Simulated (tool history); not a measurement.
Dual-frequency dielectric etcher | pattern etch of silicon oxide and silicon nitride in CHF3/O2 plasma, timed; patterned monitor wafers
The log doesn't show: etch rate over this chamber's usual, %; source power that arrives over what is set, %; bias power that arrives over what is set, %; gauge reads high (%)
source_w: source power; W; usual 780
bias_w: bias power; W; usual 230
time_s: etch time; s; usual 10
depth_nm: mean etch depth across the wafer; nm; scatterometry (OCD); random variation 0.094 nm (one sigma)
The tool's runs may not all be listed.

run,hour,source_w,bias_w,time_s,wafers since the last listed run,hours since the last wet clean,hours since the last source power generator calibration,hours since the last bias power generator calibration,hours since the last upper electrode change,hours since the gauge calibration,"read-back reference wafer on the same gauge, depth_nm",depth_nm
1,0,780,230,10,0,615.3,2836.1,2403.3,98.6,1679.8,15.69,18.28
# hour 39: wet clean of the chamber
2,63.2,780,230,10,771,24.2,2899.3,2466.5,161.8,1743,15.72,18.43
3,134.8,780,230,10,1408,95.8,2970.9,2538.1,233.4,1814.6,15.69,18.1
# hour 153.1: gauge calibrated
4,181.5,780,230,10,918,142.5,3017.6,2584.8,280.1,28.4,15.71,18.4
5,238.5,780,197,10,1121,199.5,3074.6,2641.8,337.1,85.4,15.7,17.36
# hour 296.2: bias power generator calibrated
6,296.7,780,197,10,1066,257.7,3132.8,0.5,395.3,143.6,15.69,17.19
7,334.2,780,230,10,737,295.2,3170.3,38,432.8,181.1,15.71,18.3
8,394.6,780,230,10,1188,355.6,3230.7,98.4,493.2,241.5,15.69,18.16
9,438.1,890,273,7,855,399.1,3274.2,141.9,536.7,285,15.72,14.09
10,465.6,640,208,13,540,426.6,3301.7,169.4,564.2,312.5,15.69,21.98
11,523.1,780,269,10,1131,484.1,3359.2,226.9,621.7,370,15.71,19.33
12,581.5,900,230,10,1148,542.5,3417.6,285.3,680.1,428.4,15.69,18.83
# hour 617.2: source power generator calibrated
13,635.7,900,230,10,987,596.7,18.5,339.5,734.3,482.6,15.71,18.78
# hour 662.8: wet clean of the chamber
14,756.3,610,262,11,1900,93.5,139.1,460.1,854.9,603.2,15.73,20.17
15,820.3,780,230,9,1258,157.5,203.1,524.1,918.9,667.2,15.67,16.39
16,849.9,920,180,8.5,582,187.1,232.7,553.7,948.5,696.8,15.7,14.68
17,882.3,780,213,10,637,219.5,265.1,586.1,980.9,729.2,15.7,17.77
18,912.2,730,230,12,588,249.4,295,616,1010.8,759.1,15.72,21.37
19,980.6,620,267,9,1345,317.8,363.4,684.4,1079.2,827.5,15.71,16.7
20,1051,710,230,10,1384,388.2,433.8,754.8,1149.6,897.9,15.7,17.88
21,1080.7,780,230,8.5,584,417.9,463.5,784.5,1179.3,927.6,15.7,15.47
22,1106.9,900,263,13,515,444.1,489.7,810.7,1205.5,953.8,15.71,25.54
23,1134.1,650,230,10,535,471.3,516.9,837.9,1232.7,981,15.72,17.77
24,1308.5,940,230,7,3430,645.7,691.3,1012.3,1407.1,1155.4,15.71,13.25
25,1336,780,211,12,540,673.2,718.8,1039.8,1434.6,1182.9,15.71,21.3
# hour 1372.5: wet clean of the chamber
26,1383.5,780,230,10,462,11,766.3,1087.3,1482.1,1230.4,15.7,18.23
27,1426.4,840,201,10,843,53.9,809.2,1130.2,1525,1273.3,15.69,17.58
28,1495.6,720,205,7.5,1361,123.1,878.4,1199.4,1594.2,1342.5,15.71,12.91
29,1548.5,780,203,10,1040,176,931.3,1252.3,1647.1,1395.4,15.7,17.33

How the hidden state differs across the entries between the runs, from the last listed run before each to the first after it:
Between runs 1 and 2: wet clean of the chamber (hour 39)
  no hidden state differs between the two runs
Between runs 3 and 4: gauge calibrated (hour 153.1)
  no hidden state differs between the two runs
Between runs 5 and 6: bias power generator calibrated (hour 296.2)
  no hidden state differs between the two runs
Between runs 12 and 13: source power generator calibrated (hour 617.2)
  no hidden state differs between the two runs
Between runs 13 and 14: wet clean of the chamber (hour 662.8)
  no hidden state differs between the two runs
Between runs 25 and 26: wet clean of the chamber (hour 1372.5)
  no hidden state differs between the two runs
